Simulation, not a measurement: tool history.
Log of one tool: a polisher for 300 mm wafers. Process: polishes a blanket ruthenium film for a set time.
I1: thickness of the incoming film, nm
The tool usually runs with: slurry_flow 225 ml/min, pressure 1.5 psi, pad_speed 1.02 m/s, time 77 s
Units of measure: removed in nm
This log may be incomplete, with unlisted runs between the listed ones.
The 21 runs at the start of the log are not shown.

run 22 day=66.671 | slurry_flow=245 pressure=1.5 pad_speed=1.22 time=92 | I1=469.7 | removed=78.4
-- day=68.579 slurry nozzle cleaned
run 23 day=68.950 | slurry_flow=225 pressure=1.5 pad_speed=1.02 time=77 | I1=473.1 | removed=57.9
run 24 day=72.529 | slurry_flow=225 pressure=1.2 pad_speed=1.02 time=68 | I1=469.7 | removed=42.7
run 25 day=76.704 | slurry_flow=225 pressure=1.5 pad_speed=1.02 time=77 | I1=468.3 | removed=57.1
-- day=78.279 worn pad replaced by a new one
run 26 day=79.821 | slurry_flow=225 pressure=1.5 pad_speed=1.26 time=77 | I1=467.2 | removed=69.7
run 27 day=83.450 | slurry_flow=225 pressure=1.3 pad_speed=0.68 time=77 | I1=474.9 | removed=33.1
-- day=87.083 head pressure recalibrated
run 28 day=87.629 | slurry_flow=225 pressure=1.5 pad_speed=1.02 time=77 | I1=468.3 | removed=51.4
-- day=89.942 slurry nozzle cleaned
run 29 day=91.312 | slurry_flow=225 pressure=1.5 pad_speed=0.86 time=77 | I1=468.7 | removed=44.8
-- day=98.475 worn pad replaced by a new one
run 30 day=99.696 | slurry_flow=145 pressure=1.5 pad_speed=1.02 time=77 | I1=469.3 | removed=51.6
run 31 day=103.562 | slurry_flow=225 pressure=1.5 pad_speed=1.02 time=77 | I1=469.8 | removed=54.7
run 32 day=105.062 | slurry_flow=225 pressure=1.5 pad_speed=1.02 time=77 | I1=466.2 | removed=51.8
run 33 day=109.058 | slurry_flow=185 pressure=1.5 pad_speed=1.02 time=77 | I1=473.0 | removed=51.8
run 34 day=111.933 | slurry_flow=225 pressure=1.5 pad_speed=1.02 time=77 | I1=470.4 | removed=51.0

Below are 3 alternative next runs, each starting from the tool's condition after run 34. Predict each:
run A day=111.950 | slurry_flow=225 pressure=1.5 pad_speed=1.02 time=54 | I1=468.4 | removed=?
run B day=111.950 | slurry_flow=170 pressure=2.0 pad_speed=1.32 time=90 | I1=468.4 | removed=?
run C day=111.950 | slurry_flow=250 pressure=1.7 pad_speed=1.02 time=95 | I1=468.4 | removed=?

run=A removed=37.0
run=B removed=98.1
run=C removed=73.7
Without the tool's hidden state the same runs would have given:
run=A removed=37.9
run=B removed=102.1
run=C removed=75.1
